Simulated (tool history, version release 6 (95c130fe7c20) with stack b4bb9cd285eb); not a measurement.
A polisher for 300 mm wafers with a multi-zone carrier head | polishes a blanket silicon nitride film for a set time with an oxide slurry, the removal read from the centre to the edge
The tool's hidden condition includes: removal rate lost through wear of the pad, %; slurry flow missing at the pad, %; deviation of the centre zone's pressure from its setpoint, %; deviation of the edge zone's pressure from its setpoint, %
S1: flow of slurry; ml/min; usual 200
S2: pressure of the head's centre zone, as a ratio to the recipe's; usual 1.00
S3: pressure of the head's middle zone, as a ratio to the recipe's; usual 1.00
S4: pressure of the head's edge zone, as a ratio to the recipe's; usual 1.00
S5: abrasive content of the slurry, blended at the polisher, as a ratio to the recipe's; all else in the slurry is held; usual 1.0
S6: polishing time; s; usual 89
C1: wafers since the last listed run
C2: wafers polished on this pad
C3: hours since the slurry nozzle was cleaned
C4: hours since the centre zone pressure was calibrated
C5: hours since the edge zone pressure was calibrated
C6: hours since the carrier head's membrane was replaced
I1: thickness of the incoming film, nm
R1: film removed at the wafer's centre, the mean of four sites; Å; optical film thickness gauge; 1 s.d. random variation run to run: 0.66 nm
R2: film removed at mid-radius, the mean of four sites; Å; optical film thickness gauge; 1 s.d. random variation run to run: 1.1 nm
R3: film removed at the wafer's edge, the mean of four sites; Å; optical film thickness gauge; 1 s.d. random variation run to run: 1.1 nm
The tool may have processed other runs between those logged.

run	hour	S1	S2	S3	S4	S5	S6	C1	C2	C3	C4	C5	C6	I1	R1	R2	R3
1	0.0	200	1.05	1.00	1.00	1.0	89	0	1208	283.9	407.4	1385.8	1581.8	583.2	807	736	775
# hour 6.7: slurry nozzle cleaned
2	12.7	200	1.05	1.00	1.00	1.0	89	72	1280	6.0	420.1	1398.5	1594.5	581.4	809	733	779
# hour 27.5: worn pad replaced by a new one
3	28.0	200	1.05	1.00	1.00	1.0	89	69	3	21.3	435.4	1413.8	1609.8	572.1	801	747	775
4	41.5	200	1.00	1.00	1.00	1.0	105	83	86	34.8	448.9	1427.3	1623.3	571.1	901	884	895
5	55.1	200	1.00	1.00	1.00	1.0	105	84	170	48.4	462.5	1440.9	1636.9	573.0	918	882	931
# hour 68.0: carrier head's membrane replaced by a new one
6	72.1	200	1.00	1.10	1.00	1.0	109	74	244	65.4	479.5	1457.9	4.1	575.1	944	996	927
7	86.7	260	1.00	1.00	0.92	1.0	89	90	335	80.0	494.1	1472.5	18.7	588.1	787	778	754
# hour 102.7: centre zone pressure recalibrated
8	103.2	200	1.00	1.11	1.00	1.0	70	89	424	96.5	0.5	1489.0	35.2	577.5	598	636	617
# hour 109.5: edge zone pressure recalibrated
9	114.5	245	1.00	1.00	1.00	1.0	89	57	482	107.8	11.8	5.0	46.5	572.7	788	771	776
10	123.4	200	1.00	1.00	1.00	1.0	105	55	537	116.7	20.7	13.9	55.4	583.8	908	846	922
11	131.3	200	0.88	0.89	0.90	1.0	114	48	586	124.6	28.6	21.8	63.3	587.8	873	870	951
12	140.9	145	1.00	1.11	1.00	1.1	89	59	645	134.2	38.2	31.4	72.9	582.6	758	794	776
13	148.0	140	0.90	1.00	1.00	1.0	89	43	689	141.3	45.3	38.5	80.0	576.1	633	686	730
14	164.1	165	1.04	1.00	1.00	1.0	89	99	789	157.4	61.4	54.6	96.1	570.7	770	705	766
15	170.7	200	1.00	1.00	0.92	0.9	89	40	829	164.0	68.0	61.2	102.7	567.1	739	707	729

Run 16 has not been measured yet. What should we expect?
16	176.8	200	1.00	1.00	1.00	1.0	105	37	867	170.1	74.1	67.3	108.8	580.3	?	?	?

Run 16 yielded R1 910 Å, R2 895 Å, R3 907 Å.
Without the tool's hidden state the same run would have given R1 910 Å, R2 895 Å, R3 907 Å.
